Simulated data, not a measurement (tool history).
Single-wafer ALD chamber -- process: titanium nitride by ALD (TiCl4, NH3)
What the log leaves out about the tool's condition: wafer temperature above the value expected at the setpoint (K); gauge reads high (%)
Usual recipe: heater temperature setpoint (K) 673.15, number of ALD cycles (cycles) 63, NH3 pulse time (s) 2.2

run	hour	heater temperature setpoint (K)	number of ALD cycles (cycles)	NH3 pulse time (s)	wafers since the last listed run	hours since the last thermocouple change	hours since the showerhead was replaced	hours since the gauge calibration	read-back reference wafer on the same gauge, thickness_nm	mean film thickness on the monitor wafer (angstrom)
1	0	665.15	63	2.2	0	2181.1	4070.9	147.2	1.282	12.65
2	25.2	665.15	63	2.2	115	2206.3	4096.1	172.4	1.282	12.6
3	47.7	665.15	63	2.2	103	2228.8	4118.6	194.9	1.281	12.66
4	71	673.15	63	2.2	106	2252.1	4141.9	218.2	1.28	12.68
5	84	661.15	63	2.75	59	2265.1	4154.9	231.2	1.277	12.7
6	114.8	661.15	63	2.75	141	2295.9	4185.7	262	1.279	12.61
7	131.1	673.15	63	2.2	74	2312.2	4202	278.3	1.276	12.65
# hour 153.6: gauge calibrated
8	164.7	673.15	63	2.2	153	2345.8	4235.6	11.1	1.291	12.82
9	194.9	673.15	63	2.2	138	2376	4265.8	41.3	1.29	12.81
10	225.4	673.15	63	2.2	139	2406.5	4296.3	71.8	1.288	12.8
# hour 246.2: thermocouple changed; heater temperature recalibrated
11	256.6	673.15	69	2.2	106	10.4	4327.5	103	1.287	13.96
12	280	673.15	72	2.71	107	33.8	4350.9	126.4	1.287	14.71
13	296	659.15	71	2.73	73	49.8	4366.9	142.4	1.285	14.34
14	338	659.15	56	2.2	192	91.8	4408.9	184.4	1.283	11.19
15	365.5	684.15	75	2.77	125	119.3	4436.4	211.9	1.282	15.27
16	395.8	673.15	63	2.2	138	149.6	4466.7	242.2	1.28	12.63
# hour 442.9: showerhead replaced
# hour 445.5: gauge calibrated
17	450.5	665.15	63	2.2	213	204.3	7.6	5	1.293	12.77
18	469.7	673.15	69	2.2	87	223.5	26.8	24.2	1.291	14.06
19	495.8	668.15	63	2.2	119	249.6	52.9	50.3	1.289	12.75
20	519.5	687.15	63	2.2	108	273.3	76.6	74	1.291	12.91
21	550.4	683.15	55	1.88	141	304.2	107.5	104.9	1.287	11.1
22	564.5	673.15	73	2.2	64	318.3	121.6	119	1.287	14.78

5 ways to go on from here, each from the tool as it stands after run 22. What would each give?
A	565	673.15	63	2.2	2	318.8	122.1	119.5	?	?
B	565	662.15	55	2.2	2	318.8	122.1	119.5	?	?
C	565	673.15	63	2.98	2	318.8	122.1	119.5	?	?
D	565	688.15	53	2.2	2	318.8	122.1	119.5	?	?
E	565	680.15	74	2.55	2	318.8	122.1	119.5	?	?

run	read-back reference wafer on the same gauge, thickness_nm	mean film thickness on the monitor wafer (angstrom)
A	1.286	12.85
B	1.286	11.1
C	1.286	12.99
D	1.286	10.87
E	1.286	15.21
Without the tool's unlogged condition, the same runs would have read:
run	mean film thickness on the monitor wafer (angstrom)
A	12.88
B	11.13
C	13.02
D	10.89
E	15.24
